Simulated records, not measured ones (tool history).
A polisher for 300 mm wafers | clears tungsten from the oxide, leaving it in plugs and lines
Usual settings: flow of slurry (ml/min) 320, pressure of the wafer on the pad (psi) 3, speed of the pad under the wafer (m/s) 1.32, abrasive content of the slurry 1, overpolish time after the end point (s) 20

run,day,flow of slurry (ml/min),pressure of the wafer on the pad (psi),speed of the pad under the wafer (m/s),abrasive content of the slurry,overpolish time after the end point (s),wafers since the last listed run,wafers polished on this pad,hours since the slurry nozzle was cleaned,hours since the head pressure was calibrated,hours since the slurry blender was calibrated,hours since the slurry got fresh peroxide,"incoming thickness of the incoming film, nm",time until the end point was called (s)
1,0,320,3.2,1.32,1,25,0,1357,159.3,301.8,55.1,150.1,468.9,88.9
# day 1.862: worn pad replaced by a new one
# day 2.658: slurry tank refilled with fresh slurry and peroxide
2,2.679,320,3,1.32,1.05,20,445,139,223.6,366.1,119.4,0.5,474.5,94.4
3,4.138,320,3,1.32,1,28,262,402,258.6,401.1,154.4,35.5,465.3,94.5
4,5.725,320,3,1.32,1,20,286,688,296.7,439.2,192.5,73.6,470.9,95.3
# day 6.375: head pressure recalibrated
5,7.962,320,3,1.32,1,20,388,1076,350.4,38.1,246.2,127.3,467.2,96.1
6,9.9,320,3,1.32,1,20,349,1425,396.9,84.6,292.7,173.8,472.5,96.3
# day 10.354: slurry nozzle cleaned
# day 11.392: slurry blender recalibrated
# day 12.212: worn pad replaced by a new one
# day 12.438: slurry tank refilled with fresh slurry and peroxide
7,12.754,320,3,1.32,1,20,454,90,57.6,153.1,32.7,7.6,471.1,98.4
8,13.779,320,3,1.32,1,20,184,274,82.2,177.7,57.3,32.2,469.8,98.7
9,15.683,320,3,1.32,1,24,343,617,127.9,223.4,103,77.9,470.8,99.9
10,16.875,320,3,1.32,1,20,214,832,156.5,252,131.6,106.5,472.6,99.1
11,19.704,320,3,1.32,1,20,509,1342,224.4,319.9,199.5,174.4,468.2,99.3
# day 20.625: slurry nozzle cleaned, repeated, since the last time left the tool worse
# day 20.625: slurry tank refilled with fresh slurry and peroxide
12,22.367,320,2.7,1.5,0.8,24,472,1814,41.8,383.8,263.4,41.8,473.7,102.7
# day 22.808: worn pad replaced by a new one
# day 24.362: slurry blender recalibrated
13,24.804,320,3,1.62,1,20,394,344,100.3,442.3,10.6,100.3,473.8,79.3
14,26.954,320,2.1,1.32,1.25,30,387,731,151.9,493.9,62.2,151.9,469.7,124.6
# day 28.454: head pressure recalibrated
# day 29.812: slurry tank refilled with fresh slurry and peroxide
15,29.833,320,3,1.74,1,20,496,1228,221,33.1,131.3,0.5,464.3,74.2
16,31.346,320,3,1.32,1,20,272,1500,257.3,69.4,167.6,36.8,466.5,95.3
# day 33.088: worn pad replaced by a new one
17,33.992,320,2.4,0.9,0.8,20,446,162,320.8,132.9,231.1,100.3,465.8,175.8
18,36.812,320,3.6,1.2,1,20,508,671,388.5,200.6,298.8,168,471.6,86.8
# day 38.038: slurry tank refilled with fresh slurry and peroxide
# day 38.05: slurry blender recalibrated
19,38.608,320,3,1.32,1,20,313,984,431.6,243.7,13.4,13.7,470.1,96.4

Forecast run 20:
20,39.688,320,2.2,1,1,20,194,1178,457.5,269.6,39.3,39.6,471.5,?

time until the end point was called (s): 165.6
Without the tool's hidden state the same run would have given time until the end point was called (s) 162.7.

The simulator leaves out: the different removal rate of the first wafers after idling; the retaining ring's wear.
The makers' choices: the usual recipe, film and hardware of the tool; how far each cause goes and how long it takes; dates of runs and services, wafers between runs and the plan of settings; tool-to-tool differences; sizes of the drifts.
